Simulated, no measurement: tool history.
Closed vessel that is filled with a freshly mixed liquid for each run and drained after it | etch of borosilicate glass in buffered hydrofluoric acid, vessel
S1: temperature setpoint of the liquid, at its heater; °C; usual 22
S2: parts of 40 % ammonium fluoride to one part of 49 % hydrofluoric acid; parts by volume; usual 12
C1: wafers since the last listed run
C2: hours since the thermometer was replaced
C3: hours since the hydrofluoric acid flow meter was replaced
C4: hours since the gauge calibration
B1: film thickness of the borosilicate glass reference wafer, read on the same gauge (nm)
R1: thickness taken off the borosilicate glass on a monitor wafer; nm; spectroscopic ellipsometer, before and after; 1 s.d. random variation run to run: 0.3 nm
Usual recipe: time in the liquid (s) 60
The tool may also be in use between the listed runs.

Run 1, hour 0: usual settings; C1 0; C2 1416.4; C3 1933.4; C4 227.8; B1 40.02. Result: R1 49.69 nm.
Run 2, hour 26.3: usual settings; C1 3611; C2 1442.7; C3 1959.7; C4 254.1; B1 40. Result: R1 48.73 nm.
Run 3, hour 54.8: usual settings; C1 3913; C2 1471.2; C3 1988.2; C4 282.6; B1 40. Result: R1 49.07 nm.
Run 4, hour 80.7: usual settings; C1 3556; C2 1497.1; C3 2014.1; C4 308.5; B1 40.01. Result: R1 48.72 nm.
Run 5, hour 108: usual settings; C1 3749; C2 1524.4; C3 2041.4; C4 335.8; B1 40.02. Result: R1 48.76 nm.
At hour 200.1: gauge calibrated.
Run 6, hour 214.3: usual settings; C1 14598; C2 1630.7; C3 2147.7; C4 14.2; B1 40.01. Result: R1 48.68 nm.
Run 7, hour 229.1: usual settings; C1 2032; C2 1645.5; C3 2162.5; C4 29; B1 40. Result: R1 48.45 nm.
Run 8, hour 244.4: usual settings; C1 2101; C2 1660.8; C3 2177.8; C4 44.3; B1 39.99. Result: R1 48.2 nm.
Run 9, hour 258.7: usual settings; C1 1963; C2 1675.1; C3 2192.1; C4 58.6; B1 39.97. Result: R1 48.46 nm.
Run 10, hour 274.1: usual settings; C1 2114; C2 1690.5; C3 2207.5; C4 74; B1 40.01. Result: R1 48.2 nm.
Run 11, hour 290.1: usual settings but S1 23.5 °C; C1 2197; C2 1706.5; C3 2223.5; C4 90; B1 40. Result: R1 52.15 nm.
At hour 298.1: hydrofluoric acid flow meter replaced.
Run 12, hour 303.3: usual settings but S1 25.5 °C, S2 15 parts by volume, time in the liquid (s) 85; C1 1675; C2 1719.7; C3 5.2; C4 103.2; B1 40.03. Result: R1 75.21 nm.
At hour 313.2: thermometer replaced.
Run 13, hour 316.2: usual settings but S1 18.5 °C, S2 10.5 parts by volume, time in the liquid (s) 90; C1 1634; C2 3; C3 18.1; C4 116.1; B1 39.99. Result: R1 78.41 nm.
Run 14, hour 350.9: usual settings but S1 17 °C, S2 8.5 parts by volume, time in the liquid (s) 80; C1 4765; C2 37.7; C3 52.8; C4 150.8; B1 39.99. Result: R1 75.92 nm.
Run 15, hour 367.1: usual settings; C1 2224; C2 53.9; C3 69; C4 167; B1 39.96. Result: R1 54.12 nm.
Run 16, hour 399.4: usual settings but S2 13.5 parts by volume, time in the liquid (s) 30; C1 4435; C2 86.2; C3 101.3; C4 199.3; B1 40. Result: R1 24.51 nm.
Run 17, hour 420.7: usual settings but S1 23.5 °C, S2 14.5 parts by volume, time in the liquid (s) 40; C1 2925; C2 107.5; C3 122.6; C4 220.6; B1 39.99. Result: R1 32.9 nm.
Run 18, hour 467.5: usual settings but S1 18 °C, S2 8.5 parts by volume, time in the liquid (s) 30; C1 6427; C2 154.3; C3 169.4; C4 267.4; B1 39.98. Result: R1 29.87 nm.
Run 19, hour 489.4: usual settings; C1 3007; C2 176.2; C3 191.3; C4 289.3; B1 39.99. Result: R1 54.21 nm.
Run 20, hour 516.2: usual settings; C1 3680; C2 203; C3 218.1; C4 316.1; B1 40.01. Result: R1 53.95 nm.
Run 21, hour 544.7: usual settings but S1 20 °C, time in the liquid (s) 75; C1 3913; C2 231.5; C3 246.6; C4 344.6; B1 39.98. Result: R1 60.83 nm.
Run 22, hour 568.2: usual settings; C1 3227; C2 255; C3 270.1; C4 368.1; B1 40.01. Result: R1 54.55 nm.

Run by run, hidden condition taken away, random variation retained:
The hidden state here: liquid colder than its thermometer reads (K); hydrofluoric acid flow below the setpoint (%); gauge reads high (%).
run     R1
  1   56.1
  2  55.12
  3   55.6
  4  55.29
  5  55.42
  6  55.69
  7  55.49
  8  55.26
  9   55.6
 10  55.36
 11  59.94
 12  75.62
 13   78.9
 14  76.61
 15  54.61
 16  24.78
 17   33.3
 18  30.36
 19  55.06
 20  54.88
 21  61.99
 22  55.65
